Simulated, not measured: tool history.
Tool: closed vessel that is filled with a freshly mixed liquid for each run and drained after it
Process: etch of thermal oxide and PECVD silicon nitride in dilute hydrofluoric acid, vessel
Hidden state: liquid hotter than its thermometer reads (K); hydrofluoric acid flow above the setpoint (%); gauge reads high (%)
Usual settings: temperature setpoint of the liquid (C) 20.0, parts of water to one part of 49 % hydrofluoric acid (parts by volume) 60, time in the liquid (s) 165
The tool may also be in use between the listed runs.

| run | hour | temperature setpoint of the liquid (C) | parts of water to one part of 49 % hydrofluoric acid (parts by volume) | time in the liquid (s) | wafers since the last listed run | hours since the thermometer was replaced | hours since the hydrofluoric acid flow meter was replaced | hours since the gauge calibration | read-back film thickness of the thermal oxide reference wafer, read on the same gauge (nm) | read-back film thickness of the PECVD silicon nitride reference wafer, read on the same gauge (nm) | thickness taken off the thermal oxide on a monitor wafer (nm) | thickness taken off the PECVD silicon nitride on a monitor wafer (nm) |
|---|---|---|---|---|---|---|---|---|---|---|---|---|
| 1 | 0.0 | 20.0 | 45 | 125 | 0 | 1051.6 | 1279.5 | 3379.0 | 100.01 | 60.021 | 13.22 | 4.427 |
| 2 | 94.7 | 17.0 | 40 | 75 | 10792 | 1146.3 | 1374.2 | 3473.7 | 100.00 | 59.972 | 7.95 | 2.446 |
| 3 | 186.6 | 20.0 | 60 | 165 | 10473 | 1238.2 | 1466.1 | 3565.6 | 100.00 | 59.995 | 12.83 | 4.561 |
| 4 | 276.3 | 20.0 | 75 | 85 | 10222 | 1327.9 | 1555.8 | 3655.3 | 100.03 | 60.015 | 5.30 | 1.935 |
|  | 303.1 | gauge calibrated |
| 5 | 340.7 | 20.0 | 75 | 70 | 7339 | 1392.3 | 1620.2 | 37.6 | 99.98 | 60.046 | 4.38 | 1.570 |
|  | 386.3 | thermometer replaced |
| 6 | 390.9 | 20.0 | 60 | 165 | 5607 | 4.6 | 1670.4 | 87.8 | 99.97 | 60.001 | 12.70 | 4.319 |
| 7 | 490.0 | 21.5 | 60 | 165 | 11293 | 103.7 | 1769.5 | 186.9 | 99.99 | 59.952 | 13.42 | 4.827 |
| 8 | 579.1 | 20.0 | 60 | 90 | 10154 | 192.8 | 1858.6 | 276.0 | 99.99 | 59.987 | 7.07 | 2.411 |
| 9 | 650.6 | 20.0 | 85 | 165 | 8148 | 264.3 | 1930.1 | 347.5 | 100.02 | 59.975 | 8.96 | 3.151 |
| 10 | 752.2 | 24.5 | 85 | 225 | 11578 | 365.9 | 2031.7 | 449.1 | 100.02 | 60.042 | 14.59 | 5.871 |
| 11 | 804.6 | 20.0 | 60 | 135 | 5971 | 418.3 | 2084.1 | 501.5 | 100.00 | 60.013 | 10.47 | 3.639 |
| 12 | 853.2 | 20.0 | 60 | 165 | 5538 | 466.9 | 2132.7 | 550.1 | 100.03 | 59.969 | 12.92 | 4.541 |
| 13 | 925.0 | 20.0 | 60 | 165 | 8182 | 538.7 | 2204.5 | 621.9 | 99.98 | 59.995 | 13.23 | 4.492 |
|  | 1039.2 | hydrofluoric acid flow meter replaced |
| 14 | 1172.6 | 20.0 | 60 | 165 | 28103 | 786.3 | 133.4 | 869.5 | 99.99 | 60.005 | 11.97 | 4.259 |
| 15 | 1212.6 | 20.0 | 60 | 165 | 4558 | 826.3 | 173.4 | 909.5 | 100.01 | 60.057 | 11.95 | 4.262 |
| 16 | 1320.0 | 20.0 | 60 | 165 | 12239 | 933.7 | 280.8 | 1016.9 | 100.00 | 59.962 | 12.28 | 4.328 |
| 17 | 1500.3 | 22.5 | 80 | 215 | 20547 | 1114.0 | 461.1 | 1197.2 | 99.99 | 59.977 | 13.14 | 5.094 |
| 18 | 1560.4 | 20.0 | 80 | 165 | 6849 | 1174.1 | 521.2 | 1257.3 | 100.00 | 60.001 | 9.02 | 3.286 |
| 19 | 1602.4 | 17.0 | 60 | 140 | 4786 | 1216.1 | 563.2 | 1299.3 | 99.99 | 59.983 | 9.38 | 3.043 |
| 20 | 1666.9 | 24.0 | 60 | 135 | 7350 | 1280.6 | 627.7 | 1363.8 | 100.01 | 60.025 | 12.11 | 4.687 |
| 21 | 1728.6 | 21.5 | 70 | 100 | 7031 | 1342.3 | 689.4 | 1425.5 | 100.00 | 59.984 | 6.88 | 2.611 |
| 22 | 1785.0 | 17.0 | 60 | 165 | 6427 | 1398.7 | 745.8 | 1481.9 | 100.01 | 60.007 | 11.22 | 3.634 |
| 23 | 1891.9 | 20.0 | 90 | 165 | 12182 | 1505.6 | 852.7 | 1588.8 | 100.02 | 60.037 | 8.20 | 3.085 |
| 24 | 2066.0 | 22.0 | 80 | 250 | 19841 | 1679.7 | 1026.8 | 1762.9 | 99.99 | 59.977 | 15.83 | 5.999 |
| 25 | 2141.1 | 20.0 | 60 | 165 | 8558 | 1754.8 | 1101.9 | 1838.0 | 99.98 | 59.984 | 13.08 | 4.689 |

What the log doesn't show, run by run:
gauge reads high (%): 0 in every run
H1: liquid hotter than its thermometer reads (K)
H2: hydrofluoric acid flow above the setpoint (%)
| run | H1 | H2 |
|---|---|---|
| 1 | 0.871 | 6.61 |
| 2 | 0.946 | 7.03 |
| 3 | 1.02 | 7.45 |
| 4 | 1.09 | 7.85 |
| 5 | 1.14 | 8.14 |
| 6 | 0.0679 | 8.37 |
| 7 | 0.147 | 8.81 |
| 8 | 0.218 | 9.21 |
| 9 | 0.275 | 9.54 |
| 10 | 0.355 | 9.99 |
| 11 | 0.397 | 10.2 |
| 12 | 0.436 | 10.4 |
| 13 | 0.493 | 10.8 |
| 14 | 0.69 | 1.66 |
| 15 | 0.722 | 1.84 |
| 16 | 0.807 | 2.32 |
| 17 | 0.951 | 3.14 |
| 18 | 0.998 | 3.41 |
| 19 | 1.03 | 3.6 |
| 20 | 1.08 | 3.89 |
| 21 | 1.13 | 4.16 |
| 22 | 1.18 | 4.42 |
| 23 | 1.26 | 4.9 |
| 24 | 1.4 | 5.68 |
| 25 | 1.46 | 6.02 |
